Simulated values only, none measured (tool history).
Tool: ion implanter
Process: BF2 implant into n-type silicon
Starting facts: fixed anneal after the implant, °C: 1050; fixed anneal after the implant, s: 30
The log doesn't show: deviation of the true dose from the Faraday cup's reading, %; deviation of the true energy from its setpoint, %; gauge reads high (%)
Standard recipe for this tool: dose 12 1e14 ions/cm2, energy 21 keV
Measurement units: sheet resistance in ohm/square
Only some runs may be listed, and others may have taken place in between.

run   hour   dose  energy  wafers since the last listed run  hours since the last dose calibration  hours since the extraction supply was calibrated  hours since the gauge calibration  read-back reference wafer on the same gauge, sheet resistance  sheet resistance
  1      0     12      24                                 0                                 1593.1                                            7069.9                              236.4                                                         114.01            115.97
  2   12.3     12      24                               352                                 1605.4                                            7082.2                              248.7                                                         114.01            115.75
  3     27     12      24                               421                                 1620.1                                            7096.9                              263.4                                                         113.98            116.49
  4     42     12      21                               430                                 1635.1                                            7111.9                              278.4                                                         113.99            120.44
  5   55.1     12      23                               375                                 1648.2                                              7125                              291.5                                                            114            117.56
      64.7  -- gauge calibrated
  6   65.2     12      17                               289                                 1658.3                                            7135.1                                0.5                                                         114.02            126.67
  7  108.5     12      17                              1242                                 1701.6                                            7178.4                               43.8                                                         113.99            127.07
  8  122.4     12    25.5                               398                                 1715.5                                            7192.3                               57.7                                                         113.97            114.49
  9  130.5     12    25.5                               232                                 1723.6                                            7200.4                               65.8                                                         114.07            114.58
 10  147.8     12      21                               496                                 1740.9                                            7217.7                               83.1                                                         114.01            120.62
 11  155.8     12      21                               229                                 1748.9                                            7225.7                               91.1                                                            114            120.28
 12  171.4     12      21                               447                                 1764.5                                            7241.3                              106.7                                                         113.99             120.5
     207.3  -- Faraday cup replaced and dose calibrated
 13  207.8     12      21                               814                                    0.5                                            7277.7                              143.1                                                         114.06             122.4
 14  218.4     12      21                               304                                   11.1                                            7288.3                              153.7                                                         113.99            122.59
 15  225.7     12      21                               209                                   18.4                                            7295.6                                161                                                         113.99            122.72
 16  232.7  15.55      21                               200                                   25.4                                            7302.6                                168                                                         113.94            107.15
 17  250.2  10.95    16.5                               502                                   42.9                                            7320.1                              185.5                                                         113.96            137.39
     306.3  -- Faraday cup replaced and dose calibrated, repeated, since the last time left the tool worse
 18  306.8     12      21                              1394                                    0.5                                            7376.7                              242.1                                                         113.94            117.62
 19  316.6  12.94      16                               281                                   10.3                                            7386.5                              251.9                                                         114.02            122.31
 20  323.6     12      21                               200                                   17.3                                            7393.5                              258.9                                                         113.98            118.02
 21  334.4     12      21                               309                                   28.1                                            7404.3                              269.7                                                         114.05            117.56
 22  348.6     12      21                               407                                   42.3                                            7418.5                              283.9                                                         114.07            117.88
 23  357.3     12    17.5                               249                                     51                                            7427.2                              292.6                                                         113.96            123.52
 24  370.9     12      17                               390                                   64.6                                            7440.8                              306.2                                                         114.02            124.73
     378.7  -- gauge calibrated
 25  387.3  15.45      21                               470                                     81                                            7457.2                                8.6                                                         114.04             105.1

What does the tool deliver on the next run?
     398.8  -- extraction supply calibrated
 26  399.3  8.96      26                               114                                     93                                               0.5                               20.6                                                              ?                 ?

For run 26 the tool returned read-back reference wafer on the same gauge, sheet resistance 113.99, sheet resistance 137.21 ohm/square.
Without the tool's hidden state the same run would have given sheet resistance 137.46 ohm/square.

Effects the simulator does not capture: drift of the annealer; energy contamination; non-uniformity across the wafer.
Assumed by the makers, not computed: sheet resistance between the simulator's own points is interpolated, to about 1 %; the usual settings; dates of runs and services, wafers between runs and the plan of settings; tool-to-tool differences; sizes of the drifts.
